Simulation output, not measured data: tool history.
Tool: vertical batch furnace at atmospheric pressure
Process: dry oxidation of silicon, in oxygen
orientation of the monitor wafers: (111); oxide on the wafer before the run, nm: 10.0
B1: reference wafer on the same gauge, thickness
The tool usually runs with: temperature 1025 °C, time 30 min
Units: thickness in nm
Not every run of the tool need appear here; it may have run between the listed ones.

Run 1, hour 0: usual settings; B1 57.6. Result: thickness 54.56 nm.
Run 2, hour 21.8: usual settings; B1 57.54. Result: thickness 54.63 nm.
Run 3, hour 54.3: usual settings but temperature 1039 °C, time 21 min; B1 57.63. Result: thickness 47.92 nm.
Run 4, hour 68: usual settings; B1 57.62. Result: thickness 54.75 nm.
Run 5, hour 94.8: usual settings; B1 57.68. Result: thickness 54.65 nm.
Run 6, hour 118.8: usual settings; B1 57.69. Result: thickness 54.74 nm.
Run 7, hour 136: usual settings; B1 57.71. Result: thickness 54.6 nm.
At hour 167.2: thermocouples replaced and temperature profile calibrated.
Run 8, hour 167.7: usual settings but time 22.5 min; B1 57.77. Result: thickness 46.13 nm.
Run 9, hour 174.7: usual settings but time 22.5 min; B1 57.73. Result: thickness 46.18 nm.
Run 10, hour 192: usual settings; B1 57.72. Result: thickness 54.87 nm.
Run 11, hour 204: usual settings but temperature 1047 °C, time 20.5 min; B1 57.75. Result: thickness 49.68 nm.
At hour 223.1: gauge calibrated.
Run 12, hour 231.3: usual settings; B1 57.39. Result: thickness 54.56 nm.
At hour 265.2: boat lift adjusted.
Run 13, hour 265.7: usual settings but temperature 1013 °C, time 44 min; B1 57.45. Result: thickness 63.52 nm.
Run 14, hour 281.6: usual settings but temperature 1035 °C; B1 57.43. Result: thickness 57.87 nm.
Run 15, hour 307.5: usual settings but time 34 min; B1 57.47. Result: thickness 58.8 nm.
Run 16, hour 336.4: usual settings but temperature 1015 °C, time 43.5 min; B1 57.51. Result: thickness 63.95 nm.
Run 17, hour 372.8: usual settings; B1 57.56. Result: thickness 54.56 nm.
Run 18, hour 388.8: usual settings but temperature 1048 °C, time 22 min; B1 57.56. Result: thickness 51.97 nm.

Some steps in thickness, run to run, broken into two amounts with sign: the step expected even without the hidden condition (settings, incoming material, random variation), and the rest, left for the hidden condition together with whatever gauge scatter is not in both the measured and the hidden-condition-free result:
The hidden state here: true tube temperature minus thermocouple reading, K; monitor wafer colder than the profiled boat position, K; gauge reads high (%).
Run 11 -> 12: temperature 1047 -> 1025, time 20.5 -> 30, gauge calibrated. thickness +4.88 nm: hidden state -0.3, all else +5.18.
Run 16 -> 17: temperature 1015 -> 1025, time 43.5 -> 30. thickness -9.39 nm: hidden state +0, all else -9.39.

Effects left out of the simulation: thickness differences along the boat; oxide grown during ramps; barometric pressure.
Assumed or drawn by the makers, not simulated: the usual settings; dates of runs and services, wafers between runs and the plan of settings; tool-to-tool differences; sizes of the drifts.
